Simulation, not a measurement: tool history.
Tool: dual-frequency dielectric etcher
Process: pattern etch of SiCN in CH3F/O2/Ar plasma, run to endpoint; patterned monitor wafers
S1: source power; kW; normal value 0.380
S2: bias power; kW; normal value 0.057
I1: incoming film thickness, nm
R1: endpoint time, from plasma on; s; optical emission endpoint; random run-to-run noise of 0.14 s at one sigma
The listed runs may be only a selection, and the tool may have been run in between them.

run 1 hour=0.0 | S1=0.330 S2=0.057 | I1=8.10 | R1=26.2
-- hour=84.9 wet clean of the chamber
run 2 hour=85.4 | S1=0.380 S2=0.057 | I1=8.19 | R1=24.1
run 3 hour=161.2 | S1=0.380 S2=0.057 | I1=8.19 | R1=24.5
run 4 hour=232.0 | S1=0.380 S2=0.057 | I1=8.30 | R1=24.6
run 5 hour=313.5 | S1=0.420 S2=0.050 | I1=8.12 | R1=24.6
run 6 hour=417.6 | S1=0.420 S2=0.050 | I1=8.13 | R1=24.3
-- hour=460.8 wet clean of the chamber
run 7 hour=462.3 | S1=0.420 S2=0.050 | I1=8.13 | R1=23.8
run 8 hour=536.8 | S1=0.380 S2=0.057 | I1=8.16 | R1=24.3
run 9 hour=604.1 | S1=0.380 S2=0.057 | I1=8.18 | R1=24.6
run 10 hour=671.2 | S1=0.380 S2=0.057 | I1=8.19 | R1=24.6
-- hour=722.6 upper electrode replaced, of another model than before
run 11 hour=740.1 | S1=0.380 S2=0.057 | I1=8.26 | R1=24.8
run 12 hour=782.7 | S1=0.380 S2=0.057 | I1=8.21 | R1=24.9
run 13 hour=834.0 | S1=0.380 S2=0.057 | I1=8.13 | R1=24.8
-- hour=853.5 source power generator calibrated
run 14 hour=883.1 | S1=0.380 S2=0.057 | I1=8.22 | R1=25.0
-- hour=938.5 wet clean of the chamber
run 15 hour=968.0 | S1=0.380 S2=0.057 | I1=8.16 | R1=24.2
run 16 hour=1007.1 | S1=0.470 S2=0.064 | I1=8.10 | R1=22.2
run 17 hour=1055.1 | S1=0.380 S2=0.057 | I1=8.18 | R1=24.2
run 18 hour=1098.7 | S1=0.310 S2=0.062 | I1=8.22 | R1=25.4
run 19 hour=1195.8 | S1=0.320 S2=0.068 | I1=8.29 | R1=25.3
run 20 hour=1301.7 | S1=0.380 S2=0.043 | I1=8.20 | R1=25.8
-- hour=1404.7 wet clean of the chamber
run 21 hour=1405.2 | S1=0.380 S2=0.066 | I1=8.26 | R1=24.1
-- hour=1414.5 bias power generator calibrated
run 22 hour=1473.2 | S1=0.380 S2=0.057 | I1=8.28 | R1=24.8
run 23 hour=1539.1 | S1=0.380 S2=0.048 | I1=8.21 | R1=25.3
run 24 hour=1626.9 | S1=0.380 S2=0.061 | I1=8.11 | R1=24.0
run 25 hour=1703.2 | S1=0.440 S2=0.064 | I1=8.14 | R1=23.3
run 26 hour=1752.5 | S1=0.380 S2=0.044 | I1=8.23 | R1=26.2
-- hour=1824.7 wet clean of the chamber
run 27 hour=2069.9 | S1=0.290 S2=0.046 | I1=8.17 | R1=27.3

Alternative continuations, all from the tool just after run 27; predict every row:
run A hour=2070.3 | S1=0.380 S2=0.057 | I1=8.25 | R1=?
run B hour=2070.3 | S1=0.410 S2=0.065 | I1=8.25 | R1=?
run C hour=2070.3 | S1=0.350 S2=0.043 | I1=8.25 | R1=?
run D hour=2070.3 | S1=0.350 S2=0.068 | I1=8.25 | R1=?

run=A R1=24.7
run=B R1=23.6
run=C R1=26.4
run=D R1=24.4
With the hidden condition removed and each run's random variation left untouched, the same runs would have given:
run=A R1=24.3
run=B R1=23.2
run=C R1=26.0
run=D R1=24.1
